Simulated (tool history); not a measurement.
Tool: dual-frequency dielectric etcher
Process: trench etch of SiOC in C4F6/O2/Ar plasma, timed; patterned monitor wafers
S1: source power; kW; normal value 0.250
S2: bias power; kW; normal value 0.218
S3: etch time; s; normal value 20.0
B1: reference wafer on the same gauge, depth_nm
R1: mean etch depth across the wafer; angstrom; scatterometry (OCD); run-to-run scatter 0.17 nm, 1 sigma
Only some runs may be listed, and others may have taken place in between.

run,hour,S1,S2,S3,B1,R1
1,0.0,0.250,0.218,20.0,29.89,355.2
# hour 191.6: wet clean of the chamber
2,268.3,0.250,0.218,20.0,29.88,350.6
# hour 402.6: upper electrode replaced, of another model than before
3,403.1,0.250,0.218,20.0,29.89,350.5
4,459.7,0.250,0.218,20.0,29.90,351.5
# hour 653.3: wet clean of the chamber
5,744.2,0.250,0.218,20.0,29.89,350.4
6,789.8,0.250,0.218,20.0,29.89,350.9
7,878.8,0.250,0.218,20.0,29.89,353.8
# hour 880.3: gauge calibrated
# hour 926.9: bias power generator calibrated
8,958.5,0.250,0.218,20.0,29.89,355.9
9,1005.9,0.250,0.218,20.0,29.90,357.9
# hour 1021.7: source power generator calibrated
10,1081.2,0.250,0.249,20.0,29.90,372.6
# hour 1142.8: wet clean of the chamber
11,1156.7,0.250,0.233,17.5,29.91,310.0
12,1195.5,0.250,0.171,20.0,29.93,332.1
13,1239.7,0.280,0.218,20.0,29.91,361.6
14,1290.1,0.270,0.196,20.0,29.89,351.7

Measured minus without-hidden-state, run by run (identical run-to-run variation in each term; gauge scatter may differ):
The tool's hidden condition here consists of: etch rate over this chamber's usual, %; source power that arrives over what is set, %; bias power that arrives over what is set, %; gauge reads high (%).
run,R1
1,+3.7
2,+1.4
3,+4.1
4,+5.3
5,+3.8
6,+4.7
7,+6.6
8,+8.2
9,+9.2
10,+11.1
11,+0.4
12,+1.2
13,+2.2
14,+3.2

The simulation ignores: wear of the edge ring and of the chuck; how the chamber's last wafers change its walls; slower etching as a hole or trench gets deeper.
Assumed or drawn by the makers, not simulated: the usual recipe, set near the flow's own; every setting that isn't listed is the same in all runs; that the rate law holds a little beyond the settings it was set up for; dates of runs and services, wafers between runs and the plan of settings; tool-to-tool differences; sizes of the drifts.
